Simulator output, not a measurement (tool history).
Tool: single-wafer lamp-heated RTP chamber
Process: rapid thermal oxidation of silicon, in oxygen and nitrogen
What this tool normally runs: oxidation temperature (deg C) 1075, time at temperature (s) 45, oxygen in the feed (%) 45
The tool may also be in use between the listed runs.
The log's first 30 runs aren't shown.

run,day,oxidation temperature (deg C),time at temperature (s),oxygen in the feed (%),"read-back reference wafer on the same gauge, thickness",oxide thickness on the monitor wafer (nm)
31,32.5,1075,67,75,7.377,9.805
# day 33.862: pyrometer window cleaned and pyrometer calibrated
32,33.883,1075,45,45,7.362,6.647
33,35.112,1075,37,45,7.383,6.059
34,36.35,1075,59,35,7.365,6.803
35,38.858,1075,27,17,7.372,3.817
36,40.25,1075,53,28,7.368,6.017
37,41.288,1053,45,45,7.374,5.698
38,42.608,1075,34,59,7.368,6.428
39,43.579,1085,57,45,7.359,7.8

3 options for the next run, each taken on its own from the tool as it stands now. Forecast them:
A,43.596,1075,45,45,?,?
B,43.596,1093,45,45,?,?
C,43.596,1084,67,59,?,?

run,"read-back reference wafer on the same gauge, thickness",oxide thickness on the monitor wafer (nm)
A,7.369,6.56
B,7.369,7.364
C,7.369,9.123
With no hidden state in the tool, these same runs would have given:
run,oxide thickness on the monitor wafer (nm)
A,6.474
B,7.271
C,9.004
